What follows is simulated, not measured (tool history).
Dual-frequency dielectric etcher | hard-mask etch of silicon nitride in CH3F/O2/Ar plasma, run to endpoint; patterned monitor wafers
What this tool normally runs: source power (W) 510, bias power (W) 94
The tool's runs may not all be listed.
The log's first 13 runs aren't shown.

| run | hour | source power (W) | bias power (W) | incoming incoming film thickness, nm | endpoint time (s) |
|---|---|---|---|---|---|
| 14 | 157.9 | 450 | 104 | 44.83 | 53.2 |
| 15 | 171.7 | 510 | 94 | 44.32 | 52.6 |
| 16 | 184.8 | 510 | 80 | 44.31 | 56.5 |
| 17 | 190.8 | 510 | 94 | 44.26 | 52.3 |
|  | 216.8 | upper electrode replaced |
| 18 | 217.3 | 630 | 116 | 43.92 | 44.3 |
| 19 | 225.2 | 410 | 86 | 44.21 | 59.2 |
| 20 | 232.7 | 570 | 72 | 44.20 | 56.6 |
|  | 246.9 | bias power generator calibrated |
| 21 | 247.4 | 420 | 109 | 44.53 | 53.1 |
|  | 253.8 | source power generator calibrated |
| 22 | 258.7 | 480 | 117 | 43.56 | 48.1 |
| 23 | 271.9 | 450 | 71 | 43.83 | 62.1 |
|  | 316.9 | wet clean of the chamber |
| 24 | 317.4 | 510 | 94 | 44.26 | 51.0 |
| 25 | 317.8 | 610 | 83 | 44.38 | 50.3 |
| 26 | 326.0 | 510 | 117 | 44.33 | 46.4 |
| 27 | 336.3 | 510 | 94 | 44.23 | 50.9 |
| 28 | 349.9 | 610 | 107 | 44.30 | 45.0 |
| 29 | 364.3 | 630 | 94 | 44.02 | 46.8 |
| 30 | 378.1 | 600 | 94 | 43.89 | 47.7 |
| 31 | 386.4 | 450 | 116 | 44.22 | 48.6 |
| 32 | 393.0 | 400 | 94 | 43.92 | 55.3 |
| 33 | 422.8 | 510 | 94 | 44.38 | 51.4 |
| 34 | 434.1 | 620 | 94 | 44.31 | 47.7 |

What if the next run were any one of these 5? Each begins from the tool's condition after run 34:
| A | 434.5 | 570 | 94 | 43.95 | ? |
| B | 434.5 | 460 | 118 | 43.95 | ? |
| C | 434.5 | 420 | 107 | 43.95 | ? |
| D | 434.5 | 510 | 81 | 43.95 | ? |
| E | 434.5 | 420 | 111 | 43.95 | ? |

| run | endpoint time (s) |
|---|---|
| A | 48.6 |
| B | 47.4 |
| C | 51.2 |
| D | 54.1 |
| E | 50.3 |
The same runs, with their run-to-run variation unchanged, on a tool lacking any hidden condition would have given:
| run | endpoint time (s) |
|---|---|
| A | 48.4 |
| B | 47.2 |
| C | 51.0 |
| D | 53.9 |
| E | 50.2 |

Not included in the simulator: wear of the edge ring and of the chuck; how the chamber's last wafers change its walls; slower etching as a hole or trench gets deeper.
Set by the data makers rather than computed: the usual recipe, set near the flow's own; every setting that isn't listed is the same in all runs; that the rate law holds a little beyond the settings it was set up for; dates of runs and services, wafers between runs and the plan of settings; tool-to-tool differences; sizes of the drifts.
